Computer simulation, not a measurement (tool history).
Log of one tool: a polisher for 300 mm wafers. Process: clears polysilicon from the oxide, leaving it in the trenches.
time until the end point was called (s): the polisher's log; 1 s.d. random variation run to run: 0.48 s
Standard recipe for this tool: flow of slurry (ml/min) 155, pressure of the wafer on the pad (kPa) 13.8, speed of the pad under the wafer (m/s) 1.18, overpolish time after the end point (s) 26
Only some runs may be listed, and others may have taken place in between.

run,hour,flow of slurry (ml/min),pressure of the wafer on the pad (kPa),speed of the pad under the wafer (m/s),overpolish time after the end point (s),wafers since the last listed run,wafers polished on this pad,hours since the slurry nozzle was cleaned,hours since the head pressure was calibrated,"incoming thickness of the incoming film, nm",time until the end point was called (s)
1,0.0,155,13.8,1.06,26,0,2084,207.3,783.3,578.9,59.5
2,38.3,155,16.5,1.18,26,314,2399,245.6,821.6,565.1,45.3
3,133.8,155,16.5,1.18,26,785,3184,341.1,917.1,573.9,44.9
4,240.7,155,13.8,1.18,26,878,4063,448.0,1024.0,566.0,52.3
5,334.3,155,13.8,1.18,26,769,4832,541.6,1117.6,580.9,53.9
6,370.8,155,13.8,1.18,26,300,5132,578.1,1154.1,561.2,51.9
# hour 400.4: worn pad replaced by a new one, of another model than before
# hour 416.3: slurry nozzle cleaned
7,434.0,155,13.8,1.18,26,478,268,17.7,1217.3,569.8,51.0
# hour 459.2: head pressure recalibrated
8,541.5,155,13.8,1.18,26,867,1135,125.2,82.3,568.3,52.3
9,605.6,155,13.8,1.18,26,526,1662,189.3,146.4,569.8,53.0
10,662.9,155,13.8,1.18,26,471,2133,246.6,203.7,569.6,52.9
11,699.3,155,13.8,1.18,26,299,2432,283.0,240.1,571.5,52.6
12,865.3,155,13.8,1.18,26,1364,3797,449.0,406.1,561.6,52.5
13,915.2,155,13.8,1.18,26,410,4207,498.9,456.0,568.7,52.8
14,1017.0,155,13.8,1.46,26,836,5044,600.7,557.8,580.7,48.3
# hour 1081.7: slurry nozzle cleaned
# hour 1093.9: worn pad replaced by a new one
15,1094.4,125,15.2,1.18,26,595,3,12.7,635.2,572.9,48.2
16,1130.7,210,13.8,1.18,15,298,302,49.0,671.5,577.8,50.1
17,1176.7,155,13.8,1.18,26,378,680,95.0,717.5,567.8,51.4
18,1449.0,155,11.7,1.36,26,2238,2918,367.3,989.8,569.7,53.5
19,1555.7,155,13.8,1.36,26,877,3796,474.0,1096.5,562.8,48.4
# hour 1588.3: head pressure recalibrated
# hour 1619.6: slurry nozzle cleaned
20,1636.3,210,13.8,1.18,15,637,4434,16.7,48.0,580.8,51.8
21,1701.8,155,17.9,1.42,26,538,4972,82.2,113.5,572.7,41.2
# hour 1713.2: worn pad replaced by a new one
22,1783.1,155,13.8,1.38,19,635,574,163.5,194.8,572.3,47.3
23,1871.3,155,13.8,1.18,26,725,1299,251.7,283.0,573.2,51.4
24,1935.3,155,13.8,1.18,31,526,1825,315.7,347.0,570.2,52.7
25,2037.8,200,16.5,0.94,14,842,2668,418.2,449.5,566.2,52.5
26,2087.3,155,12.4,1.18,20,406,3075,467.7,499.0,568.4,56.2
27,2139.9,155,13.8,1.18,26,432,3507,520.3,551.6,566.4,52.8
# hour 2202.6: slurry nozzle cleaned
28,2236.2,180,10.3,0.96,42,783,4291,33.6,647.9,564.8,67.8
29,2294.9,155,13.8,1.44,26,482,4773,92.3,706.6,570.4,47.5
30,2366.2,155,13.8,1.02,26,586,5360,163.6,777.9,573.2,57.7
31,2405.0,135,13.8,1.04,19,318,5678,202.4,816.7,570.9,57.9
# hour 2410.2: worn pad replaced by a new one
32,2495.2,180,13.8,1.00,26,708,698,292.6,906.9,563.7,54.9
33,2558.2,155,13.8,1.18,20,517,1216,355.6,969.9,573.3,52.3
34,2632.3,155,13.8,1.18,18,609,1825,429.7,1044.0,569.1,52.5

The logged runs with the hidden state left out (each run's random variation unchanged):
Hidden state at play: removal rate lost through wear of the pad, %; slurry flow missing at the pad, %; deviation of the head's pressure from its setpoint, %.
run,time until the end point was called (s)
1,57.2
2,43.4
3,42.9
4,49.7
5,51.1
6,49.3
7,50.4
8,50.7
9,51.1
10,50.7
11,50.3
12,49.9
13,50.1
14,45.8
15,48.1
16,49.6
17,50.4
18,51.1
19,46.1
20,49.2
21,39.1
22,46.5
23,49.9
24,50.9
25,50.3
26,53.7
27,50.4
28,64.5
29,45.1
30,54.8
31,54.9
32,53.8
33,50.8
34,50.6
